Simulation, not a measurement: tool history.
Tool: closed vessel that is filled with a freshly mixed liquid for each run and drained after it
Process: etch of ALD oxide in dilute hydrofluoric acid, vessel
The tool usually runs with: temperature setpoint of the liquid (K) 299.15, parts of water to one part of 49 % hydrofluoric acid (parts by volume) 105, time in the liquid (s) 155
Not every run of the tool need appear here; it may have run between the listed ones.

run,day,temperature setpoint of the liquid (K),parts of water to one part of 49 % hydrofluoric acid (parts by volume),time in the liquid (s),"read-back film thickness of the ALD oxide reference wafer, read on the same gauge (nm)",thickness taken off the ALD oxide on a monitor wafer (Å)
1,0.000,299.15,105,155,150.00,360.5
2,2.767,299.15,105,155,150.00,360.2
3,4.050,299.15,105,155,149.99,361.8
4,6.729,299.15,105,155,149.99,361.9
5,8.046,299.15,105,155,149.99,361.6
6,9.817,299.15,105,155,150.00,361.4
7,12.750,299.15,105,155,149.98,361.6
8,14.571,299.15,105,175,149.98,410.2
9,16.562,299.15,105,155,149.98,358.0
10,19.371,299.15,105,155,149.97,360.9
11,20.404,299.15,105,155,149.99,359.5
12,21.908,299.15,105,155,149.99,361.3
# day 24.088: hydrofluoric acid flow meter replaced
13,24.283,299.15,105,120,150.01,278.5
# day 24.371: gauge calibrated
14,31.012,299.15,105,120,150.01,275.5
15,32.400,299.15,105,120,150.02,278.0
16,35.058,299.15,105,155,150.00,362.1
17,36.125,302.65,125,90,150.00,194.8
18,37.425,299.15,105,155,150.00,362.1
# day 38.538: thermometer replaced
19,39.083,299.15,145,240,150.03,382.4
20,40.583,301.65,130,130,150.00,259.5
21,42.733,300.65,125,130,150.00,264.7
22,43.896,302.15,150,90,150.01,156.0
23,45.583,299.15,150,155,149.99,237.1
24,47.629,299.15,70,155,150.00,568.7
25,48.796,297.65,130,90,149.99,154.5
26,51.062,294.65,105,85,150.01,165.3
# day 51.154: hydrofluoric acid flow meter replaced
27,52.788,295.65,60,100,150.02,374.0
28,55.079,303.15,70,190,150.03,808.6
29,58.017,299.15,150,220,150.00,338.0
30,59.200,299.15,105,155,149.99,361.1
31,60.229,296.15,105,155,150.03,322.8
32,63.050,299.15,105,155,150.03,360.4
33,64.146,297.65,105,65,149.98,142.4

Hidden state, per run?
liquid hotter than its thermometer reads (K): 0 on each run
hydrofluoric acid flow below the setpoint (%): 0 on each run
gauge reads high (%): 0 on each run

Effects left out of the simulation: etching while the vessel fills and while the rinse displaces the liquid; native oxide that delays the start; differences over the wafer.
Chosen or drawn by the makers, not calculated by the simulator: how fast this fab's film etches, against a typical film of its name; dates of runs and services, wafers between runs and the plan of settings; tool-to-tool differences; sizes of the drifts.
